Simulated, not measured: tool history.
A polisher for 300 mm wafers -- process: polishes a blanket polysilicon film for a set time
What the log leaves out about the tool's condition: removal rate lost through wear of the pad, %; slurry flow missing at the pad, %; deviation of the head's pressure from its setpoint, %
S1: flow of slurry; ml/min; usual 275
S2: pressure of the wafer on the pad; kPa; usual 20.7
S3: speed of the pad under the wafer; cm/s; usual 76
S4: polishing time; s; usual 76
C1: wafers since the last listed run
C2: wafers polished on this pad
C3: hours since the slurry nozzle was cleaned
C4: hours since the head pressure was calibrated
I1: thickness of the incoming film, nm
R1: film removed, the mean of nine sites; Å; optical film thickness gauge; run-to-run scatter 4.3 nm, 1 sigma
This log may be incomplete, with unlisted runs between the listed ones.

run,hour,S1,S2,S3,S4,C1,C2,C3,C4,I1,R1
1,0,275,20.7,76,76,0,36,634.7,1118.5,2268.7,5071
2,8,275,20.7,92,76,87,123,642.7,1126.5,2216.4,6157
3,22.4,275,20.7,92,76,156,280,657.1,1140.9,2252,6045
4,36.1,275,20.7,92,76,149,430,670.8,1154.6,2255.9,5990
5,50,275,20.7,76,76,151,581,684.7,1168.5,2225.2,4850
6,60.1,275,20.7,76,76,110,691,694.8,1178.6,2251.8,4733
7,77.6,275,20.7,76,76,190,882,712.3,1196.1,2200.4,4739
8,95.4,275,20.7,76,76,193,1076,730.1,1213.9,2236.8,4671
9,102.1,275,20.7,76,76,72,1149,736.8,1220.6,2245.8,4666
# hour 113.7: worn pad replaced by a new one
10,117.3,220,20.7,66,76,122,38,752,1235.8,2238.7,4383
# hour 120.8: slurry nozzle cleaned
11,135,275,20.7,76,76,181,220,14.2,1253.5,2223,4989
12,152.2,275,20.7,76,87,187,408,31.4,1270.7,2248.8,5751
13,159.7,275,20.7,76,87,81,490,38.9,1278.2,2266.1,5635
14,170.6,275,20.7,76,76,118,608,49.8,1289.1,2253.8,4969
15,186.6,275,20.7,64,76,174,783,65.8,1305.1,2279.8,4067
16,194.2,245,20.7,76,64,82,865,73.4,1312.7,2211.1,4006
17,204.9,275,20.7,76,76,116,982,84.1,1323.4,2213.2,4780
# hour 213.6: worn pad replaced by a new one
18,214.1,205,20.7,50,95,56,5,93.3,1332.6,2276.9,4120
# hour 228.7: head pressure recalibrated
19,229.2,275,20.7,98,57,142,147,108.4,0.5,2222.7,4903
20,245.6,275,20.7,76,76,178,326,124.8,16.9,2272.3,4991
21,252.7,275,20.7,76,76,77,404,131.9,24,2226.9,5028
22,264.4,355,16.5,58,68,127,531,143.6,35.7,2251.2,2960
23,277,330,20.7,76,99,137,668,156.2,48.3,2229.2,6530
24,286.3,275,20.7,76,76,101,770,165.5,57.6,2271.8,4906
25,301.5,275,20.7,56,76,165,935,180.7,72.8,2249.8,3503
# hour 310.8: worn pad replaced by a new one
26,311.6,275,26.9,68,60,66,8,190.8,82.9,2254.3,4322
27,322.1,315,18.6,92,66,114,123,201.3,93.4,2240.1,5037
28,338.4,275,18.6,76,76,177,300,217.6,109.7,2296,4681
29,352.7,275,22.8,76,76,155,456,231.9,124,2267,5260

Predict each of these 3 candidate next runs independently; none follows another, all start after run 29:
A,353.2,275,20.7,98,76,5,461,232.4,124.5,2259.1,?
B,353.2,365,17.2,56,76,5,461,232.4,124.5,2259.1,?
C,353.2,275,26.2,76,50,5,461,232.4,124.5,2259.1,?

run,R1
A,6284
B,3255
C,3792
Stripped of hidden state, with their random variation kept, the same runs would have yielded:
run,R1
A,6603
B,3421
C,3985

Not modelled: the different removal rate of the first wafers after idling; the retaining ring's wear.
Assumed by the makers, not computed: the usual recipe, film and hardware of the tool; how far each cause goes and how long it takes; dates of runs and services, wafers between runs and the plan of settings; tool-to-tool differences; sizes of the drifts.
